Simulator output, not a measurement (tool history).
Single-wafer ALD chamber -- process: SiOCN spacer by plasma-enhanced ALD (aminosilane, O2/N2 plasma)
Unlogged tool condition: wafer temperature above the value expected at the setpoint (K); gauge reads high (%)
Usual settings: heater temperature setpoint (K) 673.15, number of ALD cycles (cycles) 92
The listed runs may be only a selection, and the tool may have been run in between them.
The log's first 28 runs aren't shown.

run    hour  heater temperature setpoint (K)  number of ALD cycles (cycles)  wafers since the last listed run  hours since the last thermocouple change  hours since the gauge calibration  read-back reference wafer on the same gauge, thickness_nm  mean film thickness on the monitor wafer (Å)
 29   710.8                           680.15                             81                                34                                     309.2                              767.8                                                       5.23                                         46.93
 30   739.5                           665.15                             87                                62                                     337.9                              796.5                                                      5.233                                          51.5
 31   754.1                           682.15                            108                                31                                     352.5                              811.1                                                      5.235                                         62.78
 32   787.4                           679.15                            108                                72                                     385.8                              844.4                                                      5.256                                         63.08
      792.1  -- gauge calibrated
 33   800.1                           663.15                             79                                27                                     398.5                                  8                                                      5.104                                         45.75
 34   821.8                           688.15                             92                                47                                     420.2                               29.7                                                      5.116                                         51.41
 35   841.3                           667.15                            109                                42                                     439.7                               49.2                                                      5.109                                         63.03
 36   876.8                           673.15                             92                                77                                     475.2                               84.7                                                      5.098                                         53.49
 37   894.7                           673.15                             92                                38                                     493.1                              102.6                                                      5.111                                         52.98
 38   920.2                           673.15                             92                                55                                     518.6                              128.1                                                       5.11                                          52.9
 39   941.5                           673.15                             78                                46                                     539.9                              149.4                                                       5.12                                         45.09
 40   976.3                           681.15                             76                                75                                     574.7                              184.2                                                      5.112                                         43.02
 41  1010.4                           661.15                            103                                73                                     608.8                              218.3                                                      5.119                                         59.53
 42  1030.8                           687.15                            102                                44                                     629.2                              238.7                                                      5.114                                         56.83
 43    1062                           685.15                             80                                67                                     660.4                              269.9                                                      5.129                                         44.86
 44  1088.7                           673.15                             98                                57                                     687.1                              296.6                                                       5.12                                         56.91
 45  1118.5                           673.15                             92                                64                                     716.9                              326.4                                                       5.13                                          53.4
 46  1144.1                           659.15                             84                                55                                     742.5                                352                                                      5.138                                         48.73

Consider 3 possible next runs. They are alternatives, not a sequence: every one starts from the tool as it was left by run 46. What does each give?
  A  1144.7                           673.15                            102                                 1                                     743.1                              352.6                                                          ?                                             ?
  B  1144.7                           673.15                             74                                 1                                     743.1                              352.6                                                          ?                                             ?
  C  1144.7                           678.15                            100                                 1                                     743.1                              352.6                                                          ?                                             ?

run  read-back reference wafer on the same gauge, thickness_nm  mean film thickness on the monitor wafer (Å)
  A                                                      5.139                                          59.6
  B                                                      5.139                                         43.24
  C                                                      5.139                                         57.66
What these runs would have given with no unlogged condition in the tool:
run  mean film thickness on the monitor wafer (Å)
  A                                         59.43
  B                                         43.11
  C                                         57.49
